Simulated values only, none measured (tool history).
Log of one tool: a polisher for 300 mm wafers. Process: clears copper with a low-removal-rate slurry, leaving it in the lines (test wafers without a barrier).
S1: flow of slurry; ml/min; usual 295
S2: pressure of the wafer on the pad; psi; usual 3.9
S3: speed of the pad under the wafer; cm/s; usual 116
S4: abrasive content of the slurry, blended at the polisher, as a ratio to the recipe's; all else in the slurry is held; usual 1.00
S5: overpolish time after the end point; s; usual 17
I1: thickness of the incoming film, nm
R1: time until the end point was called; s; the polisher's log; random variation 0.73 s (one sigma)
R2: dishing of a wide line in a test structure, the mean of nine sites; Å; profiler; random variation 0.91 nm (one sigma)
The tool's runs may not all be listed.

run,hour,S1,S2,S3,S4,S5,I1,R1,R2
1,0.0,295,3.9,116,1.00,17,330.5,75.9,398
2,25.3,295,3.9,116,1.00,17,330.0,75.1,397
3,50.4,295,3.9,116,1.00,17,329.3,74.3,378
4,85.3,295,3.9,116,1.00,17,330.5,73.7,386
5,133.0,295,3.9,136,1.00,17,330.2,66.5,420
# hour 165.5: head pressure recalibrated
# hour 192.3: worn pad replaced by a new one
# hour 284.1: slurry blender recalibrated
6,318.8,295,3.9,136,1.00,17,332.9,70.1,415
7,386.6,255,3.9,116,1.00,17,334.0,80.2,375
# hour 429.2: slurry nozzle cleaned
8,447.4,255,3.9,116,1.00,17,331.0,79.0,389
9,484.8,255,3.9,116,1.00,17,329.1,78.2,394
10,528.3,370,3.9,98,1.00,22,330.2,82.9,435
11,599.0,295,3.9,80,1.15,23,330.6,92.5,429
12,645.6,295,3.9,116,1.00,17,322.4,73.0,385
13,691.5,295,3.9,116,1.25,17,327.1,70.6,400
# hour 717.1: worn pad replaced by a new one
14,741.8,295,3.9,116,1.00,17,327.7,74.6,373
15,772.8,295,2.7,116,1.00,7,334.3,93.0,167
16,821.4,365,3.9,116,1.00,17,332.0,72.1,412
# hour 836.1: slurry blender recalibrated
# hour 857.1: head pressure recalibrated
17,890.4,380,3.3,128,1.00,17,325.1,80.1,360
18,960.2,295,3.9,116,1.00,17,328.8,79.0,384
# hour 962.3: slurry nozzle cleaned
19,1022.1,295,3.9,116,1.20,17,331.0,75.5,396
20,1088.5,295,3.9,146,1.00,11,330.2,66.2,303
21,1125.4,295,4.4,94,1.20,10,329.5,76.4,264
22,1187.3,395,3.9,116,1.00,11,329.0,74.6,281
# hour 1281.0: worn pad replaced by a new one
23,1387.7,295,3.9,116,1.00,17,328.6,75.9,409
# hour 1389.9: slurry blender recalibrated
24,1457.2,235,3.9,156,1.00,10,333.6,63.3,306
25,1500.4,215,3.9,90,1.00,14,329.7,90.6,300
# hour 1515.0: slurry nozzle cleaned
26,1558.7,295,3.9,116,1.00,17,329.8,74.4,403
# hour 1572.6: head pressure recalibrated
27,1596.4,295,3.9,86,1.00,7,330.2,97.1,154
28,1646.2,320,4.3,116,1.00,17,332.4,73.4,401
29,1695.3,295,3.9,102,1.00,17,327.8,87.7,349

3 ways to go on from here, each from the tool as it stands after run 29. What would each give?
A,1695.8,295,3.9,116,1.00,17,325.1,?,?
B,1695.8,345,3.9,116,1.15,10,325.1,?,?
C,1695.8,295,3.0,116,0.85,17,325.1,?,?

run,R1,R2
A,79.1,373
B,75.6,260
C,96.4,321
Without the tool's hidden state the same runs would have given:
run,R1,R2
A,79.2,373
B,75.6,260
C,96.4,321

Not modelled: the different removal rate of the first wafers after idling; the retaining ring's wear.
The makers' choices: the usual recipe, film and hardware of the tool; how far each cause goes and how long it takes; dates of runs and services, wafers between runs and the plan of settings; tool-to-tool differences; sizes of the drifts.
